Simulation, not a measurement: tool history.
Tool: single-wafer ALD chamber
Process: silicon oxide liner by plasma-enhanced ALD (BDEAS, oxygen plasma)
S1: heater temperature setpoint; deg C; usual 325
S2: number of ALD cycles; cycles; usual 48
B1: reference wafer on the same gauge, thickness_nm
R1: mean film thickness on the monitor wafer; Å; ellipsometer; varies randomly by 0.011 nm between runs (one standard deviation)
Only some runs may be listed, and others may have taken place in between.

{"run": 1, "day": 0.0, "S1": 325, "S2": 48, "B1": 3.728, "R1": 42.8}
{"run": 2, "day": 0.554, "S1": 316, "S2": 46, "B1": 3.729, "R1": 41.54}
{"run": 3, "day": 1.792, "S1": 316, "S2": 46, "B1": 3.733, "R1": 41.48}
{"run": 4, "day": 2.942, "S1": 330, "S2": 48, "B1": 3.733, "R1": 42.47}
{"run": 5, "day": 3.904, "S1": 316, "S2": 42, "B1": 3.734, "R1": 37.95}
{"run": 6, "day": 4.517, "S1": 316, "S2": 42, "B1": 3.735, "R1": 37.85}
{"run": 7, "day": 5.367, "S1": 325, "S2": 48, "B1": 3.736, "R1": 42.89}
{"run": 8, "day": 6.762, "S1": 325, "S2": 48, "B1": 3.738, "R1": 42.8}
{"run": 9, "day": 7.812, "S1": 325, "S2": 48, "B1": 3.741, "R1": 42.89}
{"run": 10, "day": 8.321, "S1": 325, "S2": 48, "B1": 3.74, "R1": 42.96}
{"run": 11, "day": 9.325, "S1": 325, "S2": 48, "B1": 3.745, "R1": 43.03}
{"run": 12, "day": 10.221, "S1": 325, "S2": 48, "B1": 3.744, "R1": 42.69}
{"run": 13, "day": 10.767, "S1": 325, "S2": 48, "B1": 3.744, "R1": 43}
{"run": 14, "day": 11.871, "S1": 325, "S2": 48, "B1": 3.747, "R1": 42.94}
{"run": 15, "day": 13.304, "S1": 325, "S2": 48, "B1": 3.752, "R1": 42.9}
{"run": 16, "day": 13.904, "S1": 325, "S2": 48, "B1": 3.75, "R1": 43.01}
{"run": 17, "day": 14.562, "S1": 325, "S2": 48, "B1": 3.753, "R1": 42.92}
{"run": 18, "day": 15.417, "S1": 325, "S2": 48, "B1": 3.755, "R1": 43.04}
{"run": 19, "day": 16.45, "S1": 325, "S2": 54, "B1": 3.755, "R1": 48.46}
{"run": 20, "day": 18.25, "S1": 325, "S2": 54, "B1": 3.759, "R1": 48.38}
{"run": 21, "day": 19.688, "S1": 335, "S2": 48, "B1": 3.764, "R1": 42.38}
{"run": 22, "day": 20.567, "S1": 325, "S2": 48, "B1": 3.766, "R1": 43.23}
{"run": 23, "day": 21.083, "S1": 325, "S2": 48, "B1": 3.771, "R1": 43.09}
{"run": 24, "day": 22.146, "S1": 325, "S2": 48, "B1": 3.772, "R1": 43.09}
{"run": 25, "day": 22.712, "S1": 325, "S2": 48, "B1": 3.774, "R1": 43.18}
{"run": 26, "day": 23.75, "S1": 325, "S2": 48, "B1": 3.774, "R1": 43.08}
{"run": 27, "day": 24.433, "S1": 312, "S2": 51, "B1": 3.778, "R1": 46.8}
{"run": 28, "day": 25.862, "S1": 325, "S2": 48, "B1": 3.784, "R1": 43.33}

Run 29 comes next. What will it give?
{"run": 29, "day": 27.658, "S1": 315, "S2": 48, "B1": "?", "R1": "?"}

B1: 3.789
R1: 44 Å
Without the tool's hidden state the same run would have given R1 43.33 Å.

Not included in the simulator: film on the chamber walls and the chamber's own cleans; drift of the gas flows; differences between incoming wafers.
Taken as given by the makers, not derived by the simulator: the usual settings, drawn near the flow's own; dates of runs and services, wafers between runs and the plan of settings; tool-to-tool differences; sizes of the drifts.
